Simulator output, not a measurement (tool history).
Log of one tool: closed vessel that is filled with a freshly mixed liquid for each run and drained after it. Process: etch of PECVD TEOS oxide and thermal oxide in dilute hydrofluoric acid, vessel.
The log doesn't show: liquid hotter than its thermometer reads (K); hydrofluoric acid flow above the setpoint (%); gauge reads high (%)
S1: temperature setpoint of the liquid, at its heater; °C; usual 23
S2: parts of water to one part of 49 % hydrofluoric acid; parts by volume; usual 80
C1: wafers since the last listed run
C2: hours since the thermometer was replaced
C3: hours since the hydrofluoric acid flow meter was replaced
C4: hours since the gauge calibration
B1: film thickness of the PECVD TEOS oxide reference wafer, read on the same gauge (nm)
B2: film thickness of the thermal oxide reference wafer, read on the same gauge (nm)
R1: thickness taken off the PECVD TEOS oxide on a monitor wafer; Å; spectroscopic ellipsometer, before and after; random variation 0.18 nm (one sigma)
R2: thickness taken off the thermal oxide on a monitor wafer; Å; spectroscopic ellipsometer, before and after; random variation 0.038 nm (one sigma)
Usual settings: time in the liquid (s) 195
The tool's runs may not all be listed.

run 1 hour=0 | S1=23 S2=65 time_in_the_liquid_(s)=195 | C1=0 C2=313.8 C3=872.3 C4=124.2 | B1=150 B2=70 | R1=430.1 R2=174.5
run 2 hour=12.1 | S1=23 S2=65 time_in_the_liquid_(s)=195 | C1=1056 C2=325.9 C3=884.4 C4=136.3 | B1=149.98 B2=69.98 | R1=438.5 R2=176.1
run 3 hour=23.9 | S1=24.5 S2=80 time_in_the_liquid_(s)=195 | C1=1030 C2=337.7 C3=896.2 C4=148.1 | B1=150.01 B2=70.02 | R1=371.4 R2=149.1
run 4 hour=30.4 | S1=20 S2=80 time_in_the_liquid_(s)=195 | C1=567 C2=344.2 C3=902.7 C4=154.6 | B1=149.99 B2=70.01 | R1=307.7 R2=125.1
run 5 hour=40 | S1=20 S2=80 time_in_the_liquid_(s)=195 | C1=838 C2=353.8 C3=912.3 C4=164.2 | B1=150 B2=70.03 | R1=308.3 R2=125.2
run 6 hour=56.6 | S1=23 S2=80 time_in_the_liquid_(s)=195 | C1=1450 C2=370.4 C3=928.9 C4=180.8 | B1=150.02 B2=70.01 | R1=351.9 R2=141.2
run 7 hour=72.1 | S1=26 S2=80 time_in_the_liquid_(s)=250 | C1=1353 C2=385.9 C3=944.4 C4=196.3 | B1=150.01 B2=70.02 | R1=511.6 R2=205.7
run 8 hour=84.2 | S1=26 S2=80 time_in_the_liquid_(s)=250 | C1=1056 C2=398 C3=956.5 C4=208.4 | B1=150 B2=69.99 | R1=508.2 R2=206.8
run 9 hour=90.3 | S1=26 S2=80 time_in_the_liquid_(s)=250 | C1=532 C2=404.1 C3=962.6 C4=214.5 | B1=149.99 B2=69.99 | R1=511 R2=208.3
run 10 hour=100.3 | S1=23 S2=80 time_in_the_liquid_(s)=195 | C1=873 C2=414.1 C3=972.6 C4=224.5 | B1=149.99 B2=69.98 | R1=351.1 R2=143.9
-- hour=103.9 hydrofluoric acid flow meter replaced
run 11 hour=116.1 | S1=23 S2=80 time_in_the_liquid_(s)=195 | C1=1292 C2=429.9 C3=12.2 C4=240.3 | B1=150 B2=69.99 | R1=320.7 R2=127.6
run 12 hour=129.4 | S1=19.5 S2=80 time_in_the_liquid_(s)=195 | C1=1161 C2=443.2 C3=25.5 C4=253.6 | B1=149.99 B2=69.99 | R1=278.1 R2=111.3
run 13 hour=144.5 | S1=21.5 S2=115 time_in_the_liquid_(s)=290 | C1=1318 C2=458.3 C3=40.6 C4=268.7 | B1=149.99 B2=69.97 | R1=299.2 R2=120.3
run 14 hour=151.5 | S1=23 S2=70 time_in_the_liquid_(s)=280 | C1=611 C2=465.3 C3=47.6 C4=275.7 | B1=149.99 B2=69.97 | R1=529.3 R2=214.8
-- hour=152.6 thermometer replaced
run 15 hour=165.8 | S1=25.5 S2=70 time_in_the_liquid_(s)=290 | C1=1161 C2=13.2 C3=61.9 C4=290 | B1=150.01 B2=70.04 | R1=577 R2=231.9
run 16 hour=174.5 | S1=23 S2=115 time_in_the_liquid_(s)=145 | C1=759 C2=21.9 C3=70.6 C4=298.7 | B1=150.01 B2=69.98 | R1=151.3 R2=61
run 17 hour=182.8 | S1=23 S2=55 time_in_the_liquid_(s)=125 | C1=725 C2=30.2 C3=78.9 C4=307 | B1=149.98 B2=70 | R1=293.5 R2=118.3
run 18 hour=197.3 | S1=27.5 S2=105 time_in_the_liquid_(s)=305 | C1=1266 C2=44.7 C3=93.4 C4=321.5 | B1=149.98 B2=70.03 | R1=423.5 R2=170.2
-- hour=200.3 gauge calibrated
run 19 hour=210.7 | S1=23 S2=80 time_in_the_liquid_(s)=195 | C1=1170 C2=58.1 C3=106.8 C4=10.4 | B1=150.02 B2=70.02 | R1=307 R2=124.2
run 20 hour=220.6 | S1=25.5 S2=80 time_in_the_liquid_(s)=195 | C1=864 C2=68 C3=116.7 C4=20.3 | B1=150.02 B2=70.06 | R1=342.5 R2=137.2
run 21 hour=232 | S1=26 S2=50 time_in_the_liquid_(s)=195 | C1=995 C2=79.4 C3=128.1 C4=31.7 | B1=149.99 B2=70.04 | R1=579.4 R2=235
run 22 hour=242.5 | S1=18.5 S2=50 time_in_the_liquid_(s)=105 | C1=917 C2=89.9 C3=138.6 C4=42.2 | B1=150 B2=70 | R1=229.5 R2=92.2
run 23 hour=250.1 | S1=23 S2=80 time_in_the_liquid_(s)=195 | C1=663 C2=97.5 C3=146.2 C4=49.8 | B1=149.99 B2=69.99 | R1=310.1 R2=125.5
run 24 hour=260.7 | S1=20 S2=55 time_in_the_liquid_(s)=85 | C1=925 C2=108.1 C3=156.8 C4=60.4 | B1=149.99 B2=70.02 | R1=179.2 R2=72.8
run 25 hour=271 | S1=20 S2=80 time_in_the_liquid_(s)=195 | C1=899 C2=118.4 C3=167.1 C4=70.7 | B1=150 B2=70.02 | R1=278.3 R2=111.9

Forecast each of these 5 alternatives for the next run:
run A hour=271.7 | S1=23 S2=80 time_in_the_liquid_(s)=195 | C1=61 C2=119.1 C3=167.8 C4=71.4 | B1=? B2=? | R1=? R2=?
run B hour=271.7 | S1=27.5 S2=100 time_in_the_liquid_(s)=195 | C1=61 C2=119.1 C3=167.8 C4=71.4 | B1=? B2=? | R1=? R2=?
run C hour=271.7 | S1=24.5 S2=80 time_in_the_liquid_(s)=95 | C1=61 C2=119.1 C3=167.8 C4=71.4 | B1=? B2=? | R1=? R2=?
run D hour=271.7 | S1=18 S2=80 time_in_the_liquid_(s)=300 | C1=61 C2=119.1 C3=167.8 C4=71.4 | B1=? B2=? | R1=? R2=?
run E hour=271.7 | S1=23 S2=50 time_in_the_liquid_(s)=195 | C1=61 C2=119.1 C3=167.8 C4=71.4 | B1=? B2=? | R1=? R2=?

run=A B1=150 B2=70.01 R1=311.7 R2=125.9
run=B B1=150 B2=70.01 R1=290.2 R2=117.2
run=C B1=150 B2=70.01 R1=161.3 R2=65.2
run=D B1=150 B2=70.01 R1=390 R2=157.6
run=E B1=150 B2=70.01 R1=517.8 R2=209.2
Without the tool's hidden state the same runs would have given:
run=A R1=295 R2=119.2
run=B R1=274.7 R2=111
run=C R1=152.7 R2=61.7
run=D R1=368.9 R2=149
run=E R1=490.3 R2=198.1

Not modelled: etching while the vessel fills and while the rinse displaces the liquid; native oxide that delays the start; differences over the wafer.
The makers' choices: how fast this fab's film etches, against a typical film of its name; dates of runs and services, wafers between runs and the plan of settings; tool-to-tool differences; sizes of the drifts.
